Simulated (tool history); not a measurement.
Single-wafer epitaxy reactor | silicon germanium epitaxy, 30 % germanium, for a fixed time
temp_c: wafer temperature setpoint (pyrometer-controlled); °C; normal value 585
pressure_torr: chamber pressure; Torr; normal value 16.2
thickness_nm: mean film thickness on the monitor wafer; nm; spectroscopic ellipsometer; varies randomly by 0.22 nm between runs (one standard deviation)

run	hour	temp_c	pressure_torr	wafers since the last listed run	hours since the last pyrometer calibration	hours since the last manometer calibration	hours since the showerhead was replaced	hours since the gauge calibration	read-back reference wafer on the same gauge, thickness_nm	thickness_nm
1	0	585	16.2	0	1263.3	860.2	2456.7	395.7	46.695	34.897
2	14.4	585	16.2	248	1277.7	874.6	2471.1	410.1	46.829	35.252
3	40.4	585	16.2	448	1303.7	900.6	2497.1	436.1	46.757	34.963
4	114.8	585	16.2	1284	1378.1	975	2571.5	510.5	46.765	35.123
5	139.4	585	16.2	424	1402.7	999.6	2596.1	535.1	46.821	34.958
6	161.5	585	16.2	381	1424.8	1021.7	2618.2	557.2	46.801	34.757
# hour 186.3: capacitance manometer re-zeroed and calibrated
7	190.8	585	16.2	367	1454.1	4.5	2647.5	586.5	46.842	35.099
# hour 194.9: gauge calibrated
# hour 200: pyrometer calibrated
8	205.9	585	16.2	122	5.9	19.6	2662.6	11	46.781	39.768
9	220.3	585	16.2	248	20.3	34	2677	25.4	46.805	39.643
10	275.9	585	16.2	960	75.9	89.6	2732.6	81	46.922	39.454

Run 11 comes next. What will it give?
11	293.9	585	18.2	310	93.9	107.6	2750.6	99	?	?

For run 11 the tool returned read-back reference wafer on the same gauge, thickness_nm 46.775, thickness_nm 42.135 nm.
With the hidden condition absent and the run-to-run variation left alone, this run would have shown thickness_nm 43.052 nm.
